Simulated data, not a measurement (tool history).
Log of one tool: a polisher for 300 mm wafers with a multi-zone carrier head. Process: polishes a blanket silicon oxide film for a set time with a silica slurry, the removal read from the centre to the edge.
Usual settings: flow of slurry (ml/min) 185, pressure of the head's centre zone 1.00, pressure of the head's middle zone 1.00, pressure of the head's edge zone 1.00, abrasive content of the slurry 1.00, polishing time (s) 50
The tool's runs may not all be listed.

run     day  flow of slurry (ml/min)  pressure of the head's centre zone  pressure of the head's middle zone  pressure of the head's edge zone  abrasive content of the slurry  polishing time (s)  incoming thickness of the incoming film, nm  film removed at the wafer's centre (angstrom)  film removed at mid-radius (angstrom)  film removed at the wafer's edge (angstrom)
  1   0.000                      210                                1.00                                1.00                              1.00                            0.80                  50                                       1220.3                                           1585                                   1642                                         1589
  2   1.192                      185                                1.00                                1.00                              1.00                            1.00                  59                                       1233.3                                           2055                                   2153                                         2106
  3   3.742                      185                                1.00                                1.00                              1.00                            1.00                  50                                       1219.1                                           1751                                   1806                                         1747
  4   5.408                      185                                1.00                                1.00                              1.00                            1.00                  50                                       1213.7                                           1713                                   1781                                         1758
      5.738  -- slurry nozzle cleaned
  5   7.954                      185                                1.00                                1.00                              1.00                            1.00                  50                                       1205.9                                           1787                                   1887                                         1782
      9.533  -- worn pad replaced by a new one
  6   9.600                      185                                1.00                                1.08                              1.00                            1.00                  50                                       1224.0                                           1779                                   1946                                         1789
  7  10.838                      185                                1.00                                1.12                              1.08                            1.00                  50                                       1218.6                                           1794                                   2019                                         1893
  8  13.162                      185                                1.00                                0.92                              1.00                            1.00                  50                                       1206.3                                           1790                                   1765                                         1818
     16.050  -- centre zone pressure recalibrated
  9  16.071                      205                                1.00                                1.11                              1.09                            1.00                  57                                       1225.9                                           2075                                   2320                                         2179
 10  17.917                      185                                1.00                                1.00                              1.00                            1.00                  63                                       1215.6                                           2214                                   2328                                         2252
     18.358  -- edge zone pressure recalibrated
 11  19.458                      185                                1.00                                1.00                              1.00                            1.00                  61                                       1214.4                                           2134                                   2214                                         2185
 12  21.658                      185                                1.10                                1.00                              0.91                            1.00                  50                                       1243.3                                           1927                                   1794                                         1699
     23.200  -- slurry nozzle cleaned
     28.158  -- worn pad replaced by a new one
     28.196  -- carrier head's membrane replaced by a new one
 13  30.412                      215                                1.00                                1.00                              1.00                            0.90                  64                                       1221.2                                           2210                                   2348                                         2234
 14  32.696                      145                                0.95                                0.92                              1.00                            1.00                  34                                       1222.2                                           1071                                   1141                                         1180
 15  35.158                      185                                1.00                                1.00                              1.00                            1.00                  50                                       1221.8                                           1776                                   1869                                         1787
 16  36.688                      185                                0.92                                0.93                              1.10                            1.00                  50                                       1210.7                                           1590                                   1701                                         1868
 17  38.458                      210                                1.00                                1.00                              1.00                            1.00                  50                                       1231.4                                           1772                                   1832                                         1800
 18  41.333                      185                                1.08                                0.92                              1.00                            1.20                  65                                       1216.0                                           2650                                   2400                                         2540
     41.592  -- slurry nozzle cleaned
 19  42.967                      245                                0.97                                1.07                              1.00                            1.00                  50                                       1236.9                                           1853                                   2030                                         1838
 20  44.192                      185                                1.00                                1.11                              1.00                            1.10                  50                                       1212.8                                           1909                                   2122                                         1872
 21  46.075                      185                                1.07                                0.90                              1.00                            1.00                  50                                       1212.9                                           1936                                   1698                                         1821
 22  49.067                      185                                1.00                                1.00                              1.00                            1.00                  50                                       1230.3                                           1805                                   1872                                         1786

3 ways to go on from here, each from the tool as it stands after run 22. What would each give?
  A  49.083                      185                                0.89                                1.00                              1.00                            1.00                  50                                       1208.8                                              ?                                      ?                                            ?
  B  49.083                      225                                1.00                                0.91                              1.12                            0.85                  50                                       1208.8                                              ?                                      ?                                            ?
  C  49.083                      135                                1.00                                0.90                              1.00                            1.10                  65                                       1208.8                                              ?                                      ?                                            ?

run  film removed at the wafer's centre (angstrom)  film removed at mid-radius (angstrom)  film removed at the wafer's edge (angstrom)
  A                                           1593                                   1863                                         1773
  B                                           1695                                   1631                                         1754
  C                                           2255                                   2182                                         2303
Without the tool's hidden state the same runs would have given:
run  film removed at the wafer's centre (angstrom)  film removed at mid-radius (angstrom)  film removed at the wafer's edge (angstrom)
  A                                           1619                                   1890                                         1791
  B                                           1717                                   1650                                         1770
  C                                           2307                                   2226                                         2335

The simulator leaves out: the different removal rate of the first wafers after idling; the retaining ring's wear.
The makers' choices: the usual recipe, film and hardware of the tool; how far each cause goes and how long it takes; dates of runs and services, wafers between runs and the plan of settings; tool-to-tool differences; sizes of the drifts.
